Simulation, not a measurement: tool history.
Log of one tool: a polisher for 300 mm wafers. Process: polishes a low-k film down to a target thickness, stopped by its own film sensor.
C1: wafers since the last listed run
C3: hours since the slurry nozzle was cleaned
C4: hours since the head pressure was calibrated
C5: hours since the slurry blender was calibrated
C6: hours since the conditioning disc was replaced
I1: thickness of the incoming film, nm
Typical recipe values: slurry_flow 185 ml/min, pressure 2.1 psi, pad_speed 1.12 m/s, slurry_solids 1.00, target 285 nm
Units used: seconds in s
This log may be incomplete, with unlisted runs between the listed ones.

run 1 day=0.000 | slurry_flow=185 pressure=2.1 pad_speed=1.12 slurry_solids=1.00 target=285 | C1=0 wafers_polished_on_this_pad=1485 C3=11.6 C4=155.7 C5=360.0 C6=177.4 | I1=330.7 | seconds=123.8
-- day=1.488 worn pad replaced by a new one
run 2 day=2.558 | slurry_flow=185 pressure=2.1 pad_speed=1.12 slurry_solids=1.00 target=285 | C1=426 wafers_polished_on_this_pad=191 C3=73.0 C4=217.1 C5=421.4 C6=238.8 | I1=326.8 | seconds=122.8
-- day=3.158 slurry blender recalibrated
-- day=4.742 conditioning disc replaced and pad reconditioned
run 3 day=6.450 | slurry_flow=185 pressure=2.1 pad_speed=1.12 slurry_solids=1.00 target=285 | C1=664 wafers_polished_on_this_pad=855 C3=166.4 C4=310.5 C5=79.0 C6=41.0 | I1=332.0 | seconds=111.7
run 4 day=8.750 | slurry_flow=185 pressure=2.1 pad_speed=1.12 slurry_solids=1.00 target=292 | C1=410 wafers_polished_on_this_pad=1265 C3=221.6 C4=365.7 C5=134.2 C6=96.2 | I1=322.9 | seconds=74.0
-- day=10.354 head pressure recalibrated
-- day=12.712 worn pad replaced by a new one
run 5 day=12.879 | slurry_flow=185 pressure=2.1 pad_speed=1.12 slurry_solids=1.00 target=285 | C1=691 wafers_polished_on_this_pad=29 C3=320.7 C4=60.6 C5=233.3 C6=195.3 | I1=335.5 | seconds=133.1
run 6 day=15.375 | slurry_flow=185 pressure=2.1 pad_speed=1.12 slurry_solids=1.00 target=285 | C1=445 wafers_polished_on_this_pad=474 C3=380.6 C4=120.5 C5=293.2 C6=255.2 | I1=328.9 | seconds=122.8
run 7 day=17.021 | slurry_flow=185 pressure=1.6 pad_speed=1.12 slurry_solids=1.00 target=285 | C1=293 wafers_polished_on_this_pad=768 C3=420.1 C4=160.0 C5=332.7 C6=294.7 | I1=329.7 | seconds=161.3
-- day=17.688 conditioning disc replaced and pad reconditioned
run 8 day=18.792 | slurry_flow=185 pressure=1.6 pad_speed=1.12 slurry_solids=1.00 target=285 | C1=300 wafers_polished_on_this_pad=1069 C3=462.6 C4=202.5 C5=375.2 C6=26.5 | I1=331.7 | seconds=159.5
-- day=19.675 slurry blender recalibrated
-- day=20.612 slurry nozzle cleaned
run 9 day=20.933 | slurry_flow=185 pressure=1.7 pad_speed=1.12 slurry_solids=1.00 target=285 | C1=359 wafers_polished_on_this_pad=1428 C3=7.7 C4=253.9 C5=30.2 C6=77.9 | I1=327.6 | seconds=125.9
-- day=24.283 worn pad replaced by a new one
run 10 day=24.917 | slurry_flow=185 pressure=2.1 pad_speed=1.12 slurry_solids=1.00 target=299 | C1=680 wafers_polished_on_this_pad=112 C3=103.3 C4=349.5 C5=125.8 C6=173.5 | I1=330.4 | seconds=78.6
run 11 day=28.888 | slurry_flow=225 pressure=1.5 pad_speed=1.12 slurry_solids=1.00 target=285 | C1=708 wafers_polished_on_this_pad=820 C3=198.6 C4=444.8 C5=221.1 C6=268.8 | I1=333.3 | seconds=173.3
-- day=29.121 conditioning disc replaced and pad reconditioned
-- day=32.088 head pressure recalibrated
run 12 day=32.771 | slurry_flow=185 pressure=2.5 pad_speed=1.12 slurry_solids=1.00 target=272 | C1=662 wafers_polished_on_this_pad=1483 C3=291.8 C4=16.4 C5=314.3 C6=87.6 | I1=323.2 | seconds=112.6
run 13 day=34.554 | slurry_flow=135 pressure=2.1 pad_speed=0.76 slurry_solids=1.00 target=285 | C1=317 wafers_polished_on_this_pad=1801 C3=334.6 C4=59.2 C5=357.1 C6=130.4 | I1=329.1 | seconds=168.6
-- day=34.796 worn pad replaced by a new one
-- day=36.758 slurry blender recalibrated
run 14 day=37.808 | slurry_flow=155 pressure=2.1 pad_speed=0.94 slurry_solids=0.90 target=270 | C1=535 wafers_polished_on_this_pad=522 C3=412.7 C4=137.3 C5=25.2 C6=208.5 | I1=326.7 | seconds=170.7
-- day=40.333 conditioning disc replaced and pad reconditioned
run 15 day=41.000 | slurry_flow=185 pressure=2.1 pad_speed=1.12 slurry_solids=1.00 target=285 | C1=554 wafers_polished_on_this_pad=1076 C3=489.3 C4=213.9 C5=101.8 C6=16.0 | I1=324.8 | seconds=94.5
-- day=44.058 slurry nozzle cleaned
-- day=45.725 worn pad replaced by a new one
run 16 day=51.304 | slurry_flow=185 pressure=2.1 pad_speed=1.12 slurry_solids=1.00 target=285 | C1=1800 wafers_polished_on_this_pad=994 C3=173.9 C4=461.2 C5=349.1 C6=263.3 | I1=334.8 | seconds=146.7
-- day=52.108 head pressure recalibrated
-- day=53.196 conditioning disc replaced and pad reconditioned
run 17 day=54.371 | slurry_flow=225 pressure=2.5 pad_speed=1.12 slurry_solids=1.25 target=295 | C1=517 wafers_polished_on_this_pad=1511 C3=247.5 C4=54.3 C5=422.7 C6=28.2 | I1=331.7 | seconds=74.9

What will run 18 give?
-- day=55.921 slurry blender recalibrated
-- day=55.975 worn pad replaced by a new one
run 18 day=57.362 | slurry_flow=185 pressure=2.1 pad_speed=1.12 slurry_solids=1.00 target=285 | C1=508 wafers_polished_on_this_pad=247 C3=319.3 C4=126.1 C5=34.6 C6=100.0 | I1=332.3 | seconds=?

{"run 18": {"seconds": 113.2}}
With no hidden state in the tool, this same run would have given seconds 105.6 s.

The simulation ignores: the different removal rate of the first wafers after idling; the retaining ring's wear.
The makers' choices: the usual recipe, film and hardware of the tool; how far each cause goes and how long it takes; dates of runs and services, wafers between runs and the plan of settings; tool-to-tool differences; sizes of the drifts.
